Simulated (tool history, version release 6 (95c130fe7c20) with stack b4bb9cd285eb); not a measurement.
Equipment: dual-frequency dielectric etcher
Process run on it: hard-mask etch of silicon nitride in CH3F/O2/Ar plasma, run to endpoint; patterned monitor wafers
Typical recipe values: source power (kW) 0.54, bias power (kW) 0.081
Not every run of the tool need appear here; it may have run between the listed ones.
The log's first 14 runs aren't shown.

run    hour  source power (kW)  bias power (kW)  wafers since the last listed run  hours since the last wet clean  hours since the last source power generator calibration  hours since the last bias power generator calibration  hours since the last upper electrode change  incoming incoming film thickness, nm  endpoint time (s)
 15   754.1               0.54            0.081                               514                             236                                                     63.7                                                 4615.9                                        331.7                                 37.34               48.2
 16   785.8               0.54            0.081                               455                           267.7                                                     95.4                                                 4647.6                                        363.4                                 38.09               49.8
 17   837.6               0.54            0.091                               744                           319.5                                                    147.2                                                 4699.4                                        415.2                                 37.37               46.6
      909.7  -- wet clean of the chamber
 18   910.2               0.54            0.081                               698                             0.5                                                    219.8                                                   4772                                        487.8                                 37.56               46.9
      966.9  -- bias power generator calibrated
 19   970.1               0.66            0.065                               803                            60.4                                                    279.7                                                    3.2                                        547.7                                 37.62               45.7
 20  1022.4               0.58            0.072                               752                           112.7                                                      332                                                   55.5                                          600                                 38.06               47.6
 21  1069.6               0.54            0.081                               678                           159.9                                                    379.2                                                  102.7                                        647.2                                 37.65               47.1
 22  1100.9               0.54            0.081                               450                           191.2                                                    410.5                                                    134                                        678.5                                 38.14               48.9
 23  1127.4               0.59            0.098                               381                           217.7                                                      437                                                  160.5                                          705                                 38.05               44.8
 24  1199.1               0.54            0.081                              1031                           289.4                                                    508.7                                                  232.2                                        776.7                                 38.07               49.1
 25  1258.7               0.54            0.073                               857                             349                                                    568.3                                                  291.8                                        836.3                                 37.78               50.5
     1285.8  -- wet clean of the chamber
 26  1288.4               0.54            0.081                                81                             2.6                                                      598                                                  321.5                                          866                                 37.92               46.6

Run 27, settings as shown, results not yet in. Your forecast:
 27  1329.8               0.41            0.071                               595                              44                                                    639.4                                                  362.9                                        907.4                                 38.32                  ?

Run 27 came out at endpoint time (s) 54.6.
Were there no unlogged condition in the tool, this run, its random variation unchanged, would have produced endpoint time (s) 54.7.
